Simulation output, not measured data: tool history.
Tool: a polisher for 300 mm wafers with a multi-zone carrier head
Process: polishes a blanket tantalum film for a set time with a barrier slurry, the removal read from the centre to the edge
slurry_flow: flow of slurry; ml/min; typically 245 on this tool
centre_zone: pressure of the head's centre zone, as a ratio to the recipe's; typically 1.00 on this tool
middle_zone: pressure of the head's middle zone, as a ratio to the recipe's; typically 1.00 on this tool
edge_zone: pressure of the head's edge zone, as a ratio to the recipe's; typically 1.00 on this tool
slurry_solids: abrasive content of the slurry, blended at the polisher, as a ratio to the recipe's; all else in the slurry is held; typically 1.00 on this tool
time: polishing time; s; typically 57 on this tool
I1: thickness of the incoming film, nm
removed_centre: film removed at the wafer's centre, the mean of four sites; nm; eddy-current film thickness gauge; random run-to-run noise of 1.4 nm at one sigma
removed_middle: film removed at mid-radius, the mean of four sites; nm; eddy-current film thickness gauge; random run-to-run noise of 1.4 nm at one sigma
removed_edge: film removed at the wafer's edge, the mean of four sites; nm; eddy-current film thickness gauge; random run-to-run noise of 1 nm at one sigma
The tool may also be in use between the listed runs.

Run 1, day 0.000: usual settings but centre_zone 1.04; I1 440.6. Result: removed_centre 96.1 nm, removed_middle 91.8 nm, removed_edge 90.2 nm.
Run 2, day 0.650: usual settings but slurry_flow 195 ml/min; I1 446.6. Result: removed_centre 83.3 nm, removed_middle 88.5 nm, removed_edge 84.6 nm.
At day 0.908: worn pad replaced by a new one.
Run 3, day 1.296: usual settings but slurry_flow 275 ml/min, centre_zone 0.96; I1 432.0. Result: removed_centre 93.7 nm, removed_middle 103.2 nm, removed_edge 99.4 nm.
Run 4, day 1.879: usual settings; I1 443.2. Result: removed_centre 93.7 nm, removed_middle 97.1 nm, removed_edge 92.6 nm.
Run 5, day 2.342: usual settings but slurry_flow 285 ml/min, time 51 s; I1 437.6. Result: removed_centre 81.9 nm, removed_middle 87.0 nm, removed_edge 84.0 nm.
At day 2.675: worn pad replaced by a new one.
Run 6, day 2.983: usual settings; I1 435.0. Result: removed_centre 94.6 nm, removed_middle 100.6 nm, removed_edge 98.0 nm.
Run 7, day 3.308: usual settings; I1 442.2. Result: removed_centre 93.9 nm, removed_middle 96.1 nm, removed_edge 93.1 nm.
At day 3.483: edge zone pressure recalibrated.
Run 8, day 4.042: usual settings; I1 434.3. Result: removed_centre 90.9 nm, removed_middle 91.6 nm, removed_edge 90.9 nm.
At day 4.388: worn pad replaced by a new one.
Run 9, day 4.600: usual settings; I1 433.4. Result: removed_centre 98.3 nm, removed_middle 101.7 nm, removed_edge 99.9 nm.
At day 5.200: centre zone pressure recalibrated.
Run 10, day 5.221: usual settings; I1 445.8. Result: removed_centre 94.1 nm, removed_middle 96.4 nm, removed_edge 94.9 nm.
At day 5.625: carrier head's membrane replaced by a new one, of another model than before.
Run 11, day 5.846: usual settings but slurry_flow 295 ml/min, middle_zone 0.89; I1 437.7. Result: removed_centre 92.3 nm, removed_middle 83.4 nm, removed_edge 93.8 nm.
At day 6.079: worn pad replaced by a new one.
At day 6.262: slurry nozzle cleaned.
Run 12, day 6.283: usual settings but time 63 s; I1 432.1. Result: removed_centre 107.9 nm, removed_middle 111.8 nm, removed_edge 109.3 nm.
Run 13, day 6.517: usual settings but slurry_flow 205 ml/min, centre_zone 1.11, slurry_solids 0.90; I1 438.0. Result: removed_centre 97.3 nm, removed_middle 94.1 nm, removed_edge 92.4 nm.
Run 14, day 6.879: usual settings but slurry_solids 0.70, time 37 s; I1 446.7. Result: removed_centre 55.0 nm, removed_middle 56.5 nm, removed_edge 55.8 nm.
Run 15, day 7.571: usual settings but middle_zone 0.93, time 48 s; I1 448.3. Result: removed_centre 76.2 nm, removed_middle 71.5 nm, removed_edge 77.2 nm.
At day 7.804: worn pad replaced by a new one.
Run 16, day 8.254: usual settings; I1 443.9. Result: removed_centre 94.2 nm, removed_middle 100.5 nm, removed_edge 95.4 nm.
Run 17, day 8.712: usual settings but middle_zone 1.11, edge_zone 0.91, slurry_solids 1.25; I1 440.2. Result: removed_centre 94.6 nm, removed_middle 114.9 nm, removed_edge 94.5 nm.
At day 9.617: worn pad replaced by a new one.
Run 18, day 9.642: usual settings but middle_zone 1.11; I1 433.6. Result: removed_centre 103.3 nm, removed_middle 120.3 nm, removed_edge 103.6 nm.

How would selected steps in removed_centre from run to run divide? Give the signed amount a tool lacking its hidden state would still show from settings, what came in and random variation, and the signed amount left for the hidden state, including any gauge scatter that is not in both of the compared results.
Hidden conditions of the tool in this case: removal rate lost through wear of the pad, %; slurry flow missing at the pad, %; deviation of the centre zone's pressure from its setpoint, %; deviation of the edge zone's pressure from its setpoint, %.
Run 13 -> 14: slurry_flow 205 -> 245, centre_zone 1.11 -> 1.00, slurry_solids 0.90 -> 0.70, time 57 -> 37. removed_centre -42.3 nm: hidden state +1.5, all else -43.8.
Run 17 -> 18: edge_zone 0.91 -> 1.00, slurry_solids 1.25 -> 1.00, worn pad replaced by a new one. removed_centre +8.7 nm: hidden state +10.7, all else -2.0.

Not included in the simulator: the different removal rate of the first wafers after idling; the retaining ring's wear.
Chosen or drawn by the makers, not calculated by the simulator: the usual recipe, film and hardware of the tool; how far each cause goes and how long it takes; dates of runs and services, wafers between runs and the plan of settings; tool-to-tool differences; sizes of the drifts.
